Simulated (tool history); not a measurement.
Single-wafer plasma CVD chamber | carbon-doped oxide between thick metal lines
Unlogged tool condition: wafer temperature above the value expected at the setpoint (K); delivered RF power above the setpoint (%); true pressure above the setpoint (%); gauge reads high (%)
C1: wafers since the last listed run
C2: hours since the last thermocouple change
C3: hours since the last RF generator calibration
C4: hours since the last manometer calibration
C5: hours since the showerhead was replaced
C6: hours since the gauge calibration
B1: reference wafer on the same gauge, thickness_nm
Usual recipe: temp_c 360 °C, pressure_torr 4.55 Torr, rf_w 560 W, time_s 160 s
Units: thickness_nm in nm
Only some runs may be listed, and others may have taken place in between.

Run 1, hour 0: usual settings but temp_c 353 °C, rf_w 485 W; C1 0; C2 2240.7; C3 745.2; C4 2294; C5 6798.3; C6 267.1; B1 850.919. Result: thickness_nm 791.583 nm.
At hour 16.7: capacitance manometer re-zeroed and calibrated.
At hour 24.1: RF generator calibrated.
Run 2, hour 24.6: usual settings but temp_c 353 °C, rf_w 485 W; C1 67; C2 2265.3; C3 0.5; C4 7.9; C5 6822.9; C6 291.7; B1 850.866. Result: thickness_nm 776.801 nm.
Run 3, hour 38.1: usual settings but temp_c 353 °C, rf_w 485 W; C1 99; C2 2278.8; C3 14; C4 21.4; C5 6836.4; C6 305.2; B1 851.404. Result: thickness_nm 773.996 nm.
At hour 52.5: thermocouple changed; heater temperature recalibrated.
Run 4, hour 53.1: usual settings; C1 51; C2 0.6; C3 29; C4 36.4; C5 6851.4; C6 320.2; B1 850.855. Result: thickness_nm 822.576 nm.
At hour 54: gauge calibrated.
Run 5, hour 69.7: usual settings; C1 122; C2 17.2; C3 45.6; C4 53; C5 6868; C6 15.7; B1 851.232. Result: thickness_nm 827.185 nm.
Run 6, hour 87.3: usual settings; C1 129; C2 34.8; C3 63.2; C4 70.6; C5 6885.6; C6 33.3; B1 850.817. Result: thickness_nm 817.393 nm.
At hour 105.8: RF generator calibrated, repeated, since the last time left the tool worse.
Run 7, hour 106.3: usual settings but time_s 147 s; C1 81; C2 53.8; C3 0.5; C4 89.6; C5 6904.6; C6 52.3; B1 851.32. Result: thickness_nm 795.098 nm.
At hour 125.2: showerhead replaced.
Run 8, hour 125.7: usual settings but temp_c 370 °C, pressure_torr 4.98 Torr, rf_w 615 W, time_s 152 s; C1 84; C2 73.2; C3 19.9; C4 109; C5 0.5; C6 71.7; B1 850.549. Result: thickness_nm 849.067 nm.
Run 9, hour 128.1: usual settings; C1 17; C2 75.6; C3 22.3; C4 111.4; C5 2.9; C6 74.1; B1 850.73. Result: thickness_nm 859.036 nm.
Run 10, hour 141.1: usual settings but temp_c 370 °C, rf_w 655 W, time_s 181 s; C1 96; C2 88.6; C3 35.3; C4 124.4; C5 15.9; C6 87.1; B1 851.172. Result: thickness_nm 1030.19 nm.
Run 11, hour 147.5: usual settings but pressure_torr 3.74 Torr, rf_w 610 W, time_s 179 s; C1 47; C2 95; C3 41.7; C4 130.8; C5 22.3; C6 93.5; B1 851.565. Result: thickness_nm 978.74 nm.
Run 12, hour 158.1: usual settings but rf_w 470 W, time_s 150 s; C1 78; C2 105.6; C3 52.3; C4 141.4; C5 32.9; C6 104.1; B1 851.381. Result: thickness_nm 739.062 nm.
Run 13, hour 168.8: usual settings but time_s 129 s; C1 79; C2 116.3; C3 63; C4 152.1; C5 43.6; C6 114.8; B1 850.936. Result: thickness_nm 696.601 nm.
Run 14, hour 183.1: usual settings but temp_c 368 °C, rf_w 630 W, time_s 143 s; C1 105; C2 130.6; C3 77.3; C4 166.4; C5 57.9; C6 129.1; B1 850.589. Result: thickness_nm 801.298 nm.
Run 15, hour 194.1: usual settings but temp_c 370 °C, pressure_torr 5.29 Torr, rf_w 510 W, time_s 171 s; C1 81; C2 141.6; C3 88.3; C4 177.4; C5 68.9; C6 140.1; B1 851.025. Result: thickness_nm 877.622 nm.
Run 16, hour 209.3: usual settings but temp_c 368 °C, rf_w 630 W, time_s 143 s; C1 112; C2 156.8; C3 103.5; C4 192.6; C5 84.1; C6 155.3; B1 851.045. Result: thickness_nm 800.697 nm.
Run 17, hour 226.6: usual settings but rf_w 645 W; C1 127; C2 174.1; C3 120.8; C4 209.9; C5 101.4; C6 172.6; B1 850.721. Result: thickness_nm 921.788 nm.
Run 18, hour 234.4: usual settings but rf_w 635 W; C1 57; C2 181.9; C3 128.6; C4 217.7; C5 109.2; C6 180.4; B1 850.355. Result: thickness_nm 911.805 nm.
Run 19, hour 251.2: usual settings; C1 124; C2 198.7; C3 145.4; C4 234.5; C5 126; C6 197.2; B1 850.743. Result: thickness_nm 857.873 nm.
Run 20, hour 265.9: usual settings but temp_c 366 °C, pressure_torr 5.47 Torr, rf_w 520 W, time_s 130 s; C1 108; C2 213.4; C3 160.1; C4 249.2; C5 140.7; C6 211.9; B1 851.174. Result: thickness_nm 678.003 nm.
Run 21, hour 282.5: usual settings but temp_c 348 °C, rf_w 640 W; C1 122; C2 230; C3 176.7; C4 265.8; C5 157.3; C6 228.5; B1 850.89. Result: thickness_nm 935.842 nm.
Run 22, hour 291.7: usual settings; C1 67; C2 239.2; C3 185.9; C4 275; C5 166.5; C6 237.7; B1 850.657. Result: thickness_nm 855.747 nm.
Run 23, hour 302.8: usual settings but temp_c 351 °C, time_s 179 s; C1 81; C2 250.3; C3 197; C4 286.1; C5 177.6; C6 248.8; B1 851.337. Result: thickness_nm 972.268 nm.
Run 24, hour 320.3: usual settings but temp_c 354 °C, rf_w 645 W, time_s 140 s; C1 129; C2 267.8; C3 214.5; C4 303.6; C5 195.1; C6 266.3; B1 851.096. Result: thickness_nm 810.521 nm.
Run 25, hour 336.3: usual settings but temp_c 346 °C, pressure_torr 3.98 Torr; C1 118; C2 283.8; C3 230.5; C4 319.6; C5 211.1; C6 282.3; B1 850.951. Result: thickness_nm 869.412 nm.
At hour 348.6: gauge calibrated.
Run 26, hour 349.1: usual settings but temp_c 352 °C, time_s 172 s; C1 94; C2 296.6; C3 243.3; C4 332.4; C5 223.9; C6 0.5; B1 851.53. Result: thickness_nm 932.426 nm.
Run 27, hour 365.5: usual settings; C1 121; C2 313; C3 259.7; C4 348.8; C5 240.3; C6 16.9; B1 850.709. Result: thickness_nm 857.803 nm.

Each row is a separate what-if for the run after 27, all from the same tool condition, not one after another. Results?
Run A, hour 365.9: usual settings; C1 2; C2 313.4; C3 260.1; C4 349.2; C5 240.7; C6 17.3; B1 ?. Result: thickness_nm ?.
Run B, hour 365.9: usual settings but temp_c 365 °C, rf_w 610 W; C1 2; C2 313.4; C3 260.1; C4 349.2; C5 240.7; C6 17.3; B1 ?. Result: thickness_nm ?.
Run C, hour 365.9: usual settings but rf_w 495 W; C1 2; C2 313.4; C3 260.1; C4 349.2; C5 240.7; C6 17.3; B1 ?. Result: thickness_nm ?.
Run D, hour 365.9: usual settings but pressure_torr 3.87 Torr; C1 2; C2 313.4; C3 260.1; C4 349.2; C5 240.7; C6 17.3; B1 ?. Result: thickness_nm ?.
Run E, hour 365.9: usual settings but temp_c 374 °C, time_s 148 s; C1 2; C2 313.4; C3 260.1; C4 349.2; C5 240.7; C6 17.3; B1 ?. Result: thickness_nm ?.

run       B1  thickness_nm
  A  851.191       854.662
  B  851.191        882.43
  C  851.191       804.143
  D  851.191       839.117
  E  851.191       769.996
Without the tool's hidden state the same runs would have given:
run  thickness_nm
  A       864.235
  B       892.303
  C       813.475
  D       848.516
  E        778.62
